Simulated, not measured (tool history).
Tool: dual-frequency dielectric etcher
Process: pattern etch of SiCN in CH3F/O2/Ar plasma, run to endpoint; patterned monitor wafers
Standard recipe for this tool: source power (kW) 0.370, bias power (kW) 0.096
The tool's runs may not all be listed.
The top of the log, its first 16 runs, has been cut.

run    hour  source power (kW)  bias power (kW)  incoming incoming film thickness, nm  endpoint time (s)
 17   801.6              0.450            0.119                                  6.47               12.9
 18   866.9              0.320            0.114                                  6.41               14.4
 19   920.3              0.300            0.096                                  6.38               15.8
 20   991.4              0.410            0.074                                  6.40               16.6
     1044.3  -- wet clean of the chamber
 21  1058.2              0.330            0.114                                  6.43               14.2
 22  1127.5              0.320            0.096                                  6.42               15.6
 23  1167.9              0.430            0.096                                  6.38               14.2
 24  1201.5              0.370            0.081                                  6.41               16.3
     1224.7  -- bias power generator calibrated
 25  1245.2              0.370            0.096                                  6.47               15.5
 26  1272.1              0.370            0.113                                  6.47               14.3
 27  1324.6              0.370            0.096                                  6.43               15.3
 28  1362.0              0.300            0.082                                  6.42               17.6
     1435.6  -- wet clean of the chamber
 29  1436.1              0.320            0.076                                  6.40               17.9
 30  1491.1              0.370            0.117                                  6.39               13.8
 31  1527.7              0.370            0.096                                  6.43               15.3
 32  1576.8              0.370            0.096                                  6.41               15.2
 33  1648.0              0.370            0.105                                  6.45               14.8
 34  1699.2              0.420            0.111                                  6.43               13.8
     1784.3  -- wet clean of the chamber
 35  1784.8              0.370            0.087                                  6.45               16.1
 36  1802.4              0.420            0.108                                  6.44               13.9

Each row is a separate what-if for the run after 36, all from the same tool condition, not one after another. Results?
  A  1802.8              0.370            0.096                                  6.44                  ?
  B  1802.8              0.320            0.088                                  6.44                  ?
  C  1802.8              0.410            0.083                                  6.44                  ?

run  endpoint time (s)
  A               15.3
  B               16.7
  C               16.0
With no hidden state in the tool, these same runs would have given:
run  endpoint time (s)
  A               15.4
  B               16.7
  C               16.1

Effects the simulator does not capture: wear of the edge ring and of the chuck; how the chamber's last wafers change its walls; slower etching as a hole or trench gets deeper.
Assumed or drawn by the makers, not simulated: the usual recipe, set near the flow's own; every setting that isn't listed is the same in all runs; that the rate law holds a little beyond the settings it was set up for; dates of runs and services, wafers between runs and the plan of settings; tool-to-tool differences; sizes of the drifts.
